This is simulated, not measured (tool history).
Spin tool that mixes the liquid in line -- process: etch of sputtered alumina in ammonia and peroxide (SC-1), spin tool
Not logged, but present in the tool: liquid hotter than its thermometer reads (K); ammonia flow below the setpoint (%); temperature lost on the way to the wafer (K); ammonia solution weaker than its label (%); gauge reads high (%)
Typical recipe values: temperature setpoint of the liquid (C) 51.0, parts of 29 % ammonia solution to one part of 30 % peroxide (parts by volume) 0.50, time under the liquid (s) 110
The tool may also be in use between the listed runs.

run     day  temperature setpoint of the liquid (C)  parts of 29 % ammonia solution to one part of 30 % peroxide (parts by volume)  time under the liquid (s)  wafers since the last listed run  hours since the thermometer was replaced  hours since the ammonia flow meter was replaced  hours since the heated supply line was repaired  hours since the drum of ammonia solution was connected  hours since the gauge calibration  read-back film thickness of the sputtered alumina reference wafer, read on the same gauge (nm)  thickness taken off the sputtered alumina on a monitor wafer (Å)
  1   0.000                                    51.0                                                                           0.50                        110                                 0                                     369.5                                           2745.3                                           1390.0                                                   659.0                               61.2                                                                                           30.00                                                              56.2
  2   1.971                                    51.0                                                                           0.50                        110                               557                                     416.8                                           2792.6                                           1437.3                                                   706.3                              108.5                                                                                           30.01                                                              56.2
  3   2.838                                    51.0                                                                           0.50                        110                               245                                     437.6                                           2813.4                                           1458.1                                                   727.1                              129.3                                                                                           29.99                                                              56.1
  4   3.250                                    51.0                                                                           0.50                        110                               116                                     447.5                                           2823.3                                           1468.0                                                   737.0                              139.2                                                                                           30.01                                                              56.0
  5   3.550                                    51.0                                                                           0.50                        110                                84                                     454.7                                           2830.5                                           1475.2                                                   744.2                              146.4                                                                                           30.03                                                              56.2
  6   4.000                                    51.0                                                                           0.50                        110                               127                                     465.5                                           2841.3                                           1486.0                                                   755.0                              157.2                                                                                           29.99                                                              56.4
      4.371  -- heated supply line repaired
  7   4.392                                    51.0                                                                           0.50                        110                                99                                     474.9                                           2850.7                                              0.5                                                   764.4                              166.6                                                                                           30.04                                                              69.4
      4.454  -- ammonia flow meter replaced
      4.867  -- new drum of ammonia solution connected
  8   4.888                                    51.0                                                                           0.50                        110                               116                                     486.8                                             10.4                                             12.4                                                     0.5                              178.5                                                                                           29.99                                                              69.7
      5.200  -- gauge calibrated
  9   5.704                                    48.0                                                                           0.65                        110                               231                                     506.4                                             30.0                                             32.0                                                    20.1                               12.1                                                                                           29.97                                                              60.1
 10   6.246                                    51.0                                                                           0.50                        110                               153                                     519.4                                             43.0                                             45.0                                                    33.1                               25.1                                                                                           29.99                                                              68.5
 11   6.662                                    51.0                                                                           0.50                         70                               117                                     529.4                                             53.0                                             55.0                                                    43.1                               35.1                                                                                           30.00                                                              44.1
      8.125  -- thermometer replaced
 12   8.229                                    60.5                                                                           0.50                         55                               431                                       2.5                                             90.6                                             92.6                                                    80.7                               72.7                                                                                           30.02                                                              52.6
 13   8.692                                    47.5                                                                           0.75                         95                               130                                      13.6                                            101.7                                            103.7                                                    91.8                               83.8                                                                                           30.01                                                              46.9
 14   9.300                                    58.5                                                                           0.50                        110                               172                                      28.2                                            116.3                                            118.3                                                   106.4                               98.4                                                                                           30.01                                                              95.4
 15   9.867                                    57.5                                                                           0.30                        165                               160                                      41.8                                            129.9                                            131.9                                                   120.0                              112.0                                                                                           30.04                                                             129.7
 16  10.304                                    42.0                                                                           0.55                         65                               123                                      52.3                                            140.4                                            142.4                                                   130.5                              122.5                                                                                           30.06                                                              22.8

Forecast each of these 4 alternatives for the next run:
  A  10.321                                    51.0                                                                           0.40                        110                                 4                                      52.7                                            140.8                                            142.8                                                   130.9                              122.9                                                                                               ?                                                                 ?
  B  10.321                                    46.5                                                                           0.70                         65                                 4                                      52.7                                            140.8                                            142.8                                                   130.9                              122.9                                                                                               ?                                                                 ?
  C  10.321                                    58.0                                                                           0.50                        110                                 4                                      52.7                                            140.8                                            142.8                                                   130.9                              122.9                                                                                               ?                                                                 ?
  D  10.321                                    59.0                                                                           0.60                        110                                 4                                      52.7                                            140.8                                            142.8                                                   130.9                              122.9                                                                                               ?                                                                 ?

run  read-back film thickness of the sputtered alumina reference wafer, read on the same gauge (nm)  thickness taken off the sputtered alumina on a monitor wafer (Å)
  A                                                                                           29.94                                                              62.6
  B                                                                                           29.94                                                              30.4
  C                                                                                           29.94                                                              93.0
  D                                                                                           29.94                                                              99.7
Had the tool no hidden state, the same runs would have come out as:
run  thickness taken off the sputtered alumina on a monitor wafer (Å)
  A                                                              64.3
  B                                                              31.2
  C                                                              95.4
  D                                                             102.3
